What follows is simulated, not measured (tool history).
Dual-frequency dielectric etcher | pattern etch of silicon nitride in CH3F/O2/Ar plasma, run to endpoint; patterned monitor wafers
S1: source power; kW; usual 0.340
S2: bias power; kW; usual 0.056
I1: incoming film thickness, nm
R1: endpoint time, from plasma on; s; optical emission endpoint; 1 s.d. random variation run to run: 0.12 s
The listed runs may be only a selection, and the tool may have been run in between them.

| run | hour | S1 | S2 | I1 | R1 |
|---|---|---|---|---|---|
| 1 | 0.0 | 0.340 | 0.056 | 22.05 | 39.2 |
| 2 | 33.8 | 0.340 | 0.056 | 22.08 | 39.6 |
| 3 | 52.4 | 0.340 | 0.056 | 21.69 | 38.8 |
| 4 | 80.6 | 0.340 | 0.056 | 21.74 | 38.7 |
| 5 | 187.7 | 0.340 | 0.056 | 22.01 | 39.5 |
| 6 | 215.2 | 0.340 | 0.056 | 21.92 | 39.3 |
| 7 | 246.0 | 0.340 | 0.064 | 21.57 | 36.1 |
| 8 | 259.0 | 0.340 | 0.056 | 22.09 | 39.7 |
| 9 | 274.2 | 0.340 | 0.045 | 21.59 | 43.9 |
| 10 | 293.1 | 0.340 | 0.045 | 21.79 | 44.0 |
|  | 298.0 | bias power generator calibrated |
| 11 | 306.0 | 0.340 | 0.045 | 21.46 | 43.4 |
|  | 346.0 | wet clean of the chamber |
| 12 | 346.5 | 0.390 | 0.047 | 21.95 | 41.1 |
| 13 | 355.8 | 0.400 | 0.063 | 21.85 | 34.8 |
| 14 | 373.8 | 0.400 | 0.063 | 21.88 | 34.8 |
| 15 | 402.2 | 0.400 | 0.063 | 21.87 | 34.9 |
| 16 | 425.2 | 0.370 | 0.056 | 21.92 | 38.0 |
| 17 | 455.2 | 0.340 | 0.056 | 21.69 | 38.7 |
| 18 | 474.7 | 0.380 | 0.056 | 21.64 | 37.3 |
| 19 | 502.9 | 0.410 | 0.067 | 21.96 | 33.9 |
| 20 | 537.2 | 0.340 | 0.069 | 21.90 | 35.1 |
| 21 | 566.5 | 0.410 | 0.049 | 21.89 | 39.6 |
|  | 601.6 | upper electrode replaced |
| 22 | 602.1 | 0.270 | 0.060 | 21.91 | 40.3 |
| 23 | 603.0 | 0.290 | 0.061 | 21.85 | 38.9 |
| 24 | 630.6 | 0.340 | 0.056 | 22.00 | 39.1 |
| 25 | 660.1 | 0.380 | 0.048 | 22.00 | 41.3 |
|  | 682.6 | source power generator calibrated |
| 26 | 685.2 | 0.340 | 0.056 | 21.80 | 39.1 |
| 27 | 718.8 | 0.340 | 0.044 | 21.90 | 44.7 |
| 28 | 751.6 | 0.340 | 0.056 | 21.93 | 39.2 |
| 29 | 767.9 | 0.270 | 0.049 | 21.69 | 44.4 |
| 30 | 780.8 | 0.400 | 0.044 | 22.04 | 42.7 |
| 31 | 822.0 | 0.340 | 0.056 | 21.80 | 39.1 |
| 32 | 851.1 | 0.380 | 0.047 | 21.73 | 41.7 |
| 33 | 886.0 | 0.380 | 0.052 | 21.98 | 39.8 |

Hidden state, per run?
source power that arrives over what is set, %: 0 at every run
bias power that arrives over what is set, %: 0 at every run
H1: etch rate over this chamber's usual, %
| run | H1 |
|---|---|
| 1 | -0.323 |
| 2 | -0.394 |
| 3 | -0.432 |
| 4 | -0.491 |
| 5 | -0.713 |
| 6 | -0.771 |
| 7 | -0.835 |
| 8 | -0.862 |
| 9 | -0.893 |
| 10 | -0.932 |
| 11 | -0.959 |
| 12 | 0.106 |
| 13 | 0.0866 |
| 14 | 0.0492 |
| 15 | -0.00979 |
| 16 | -0.0576 |
| 17 | -0.12 |
| 18 | -0.16 |
| 19 | -0.219 |
| 20 | -0.29 |
| 21 | -0.351 |
| 22 | -0.425 |
| 23 | -0.427 |
| 24 | -0.484 |
| 25 | -0.546 |
| 26 | -0.598 |
| 27 | -0.668 |
| 28 | -0.736 |
| 29 | -0.77 |
| 30 | -0.797 |
| 31 | -0.882 |
| 32 | -0.943 |
| 33 | -1.02 |
